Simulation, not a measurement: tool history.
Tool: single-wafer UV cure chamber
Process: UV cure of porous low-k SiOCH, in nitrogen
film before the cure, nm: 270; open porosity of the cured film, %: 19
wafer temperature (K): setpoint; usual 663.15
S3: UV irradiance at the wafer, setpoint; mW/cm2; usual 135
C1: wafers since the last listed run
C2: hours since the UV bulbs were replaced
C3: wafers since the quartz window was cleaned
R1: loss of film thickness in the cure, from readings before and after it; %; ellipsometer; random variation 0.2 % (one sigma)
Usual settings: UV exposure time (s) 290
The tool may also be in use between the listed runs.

Run 1, hour 0.0: usual settings; C1 0; C2 923.7; C3 174. Result: R1 12.027 %.
At hour 139.9: quartz window cleaned.
Run 2, hour 200.1: usual settings; C1 1943; C2 1123.8; C3 609. Result: R1 10.853 %.
Run 3, hour 234.6: usual settings; C1 349; C2 1158.3; C3 958. Result: R1 10.944 %.
Run 4, hour 289.7: usual settings; C1 557; C2 1213.4; C3 1515. Result: R1 10.327 %.
At hour 325.4: quartz window cleaned.
Run 5, hour 353.5: usual settings; C1 564; C2 1277.2; C3 284. Result: R1 10.870 %.
Run 6, hour 403.2: usual settings; C1 502; C2 1326.9; C3 787. Result: R1 10.484 %.
At hour 426.0: UV bulbs replaced.
Run 7, hour 468.8: usual settings; C1 582; C2 42.8; C3 1370. Result: R1 11.741 %.
Run 8, hour 516.8: usual settings; C1 485; C2 90.8; C3 1856. Result: R1 11.032 %.
At hour 529.3: quartz window cleaned.
Run 9, hour 576.6: usual settings but wafer temperature (K) 672.15, UV exposure time (s) 215, S3 96 mW/cm2; C1 524; C2 150.6; C3 478. Result: R1 9.920 %.
Run 10, hour 606.0: usual settings; C1 297; C2 180.0; C3 775. Result: R1 11.903 %.
Run 11, hour 633.4: usual settings but wafer temperature (K) 679.15, UV exposure time (s) 195, S3 109 mW/cm2; C1 277; C2 207.4; C3 1053. Result: R1 9.439 %.
Run 12, hour 666.3: usual settings but wafer temperature (K) 656.15, UV exposure time (s) 210, S3 113 mW/cm2; C1 332; C2 240.3; C3 1386. Result: R1 9.412 %.
At hour 686.3: quartz window cleaned.
Run 13, hour 783.6: usual settings but wafer temperature (K) 677.15, UV exposure time (s) 380, S3 119 mW/cm2; C1 1106; C2 357.6; C3 984. Result: R1 12.866 %.
Run 14, hour 839.5: usual settings but wafer temperature (K) 680.15; C1 565; C2 413.5; C3 1550. Result: R1 11.769 %.
At hour 855.4: quartz window cleaned.
Run 15, hour 864.4: usual settings but wafer temperature (K) 647.15, UV exposure time (s) 365, S3 125 mW/cm2; C1 171; C2 438.4; C3 91. Result: R1 12.290 %.
Run 16, hour 899.5: usual settings but wafer temperature (K) 677.15, UV exposure time (s) 380, S3 119 mW/cm2; C1 355; C2 473.5; C3 446. Result: R1 12.913 %.

Hidden state or all else? Some run-to-run changes of R1, split into what the settings, what came in and random variation would give without the hidden state, and what is left for the hidden state (with any gauge scatter that isn't in both results):
The hidden state here: lamp output below its setpoint, %; transmission lost against a clean window, %.
Run 6 -> 7: UV bulbs replaced. R1 +1.257 %: hidden state +1.109, all else +0.148.
Run 12 -> 13: wafer temperature (K) 656.15 -> 677.15, UV exposure time (s) 210 -> 380, S3 113 -> 119, quartz window cleaned. R1 +3.454 %: hidden state +0.063, all else +3.391.
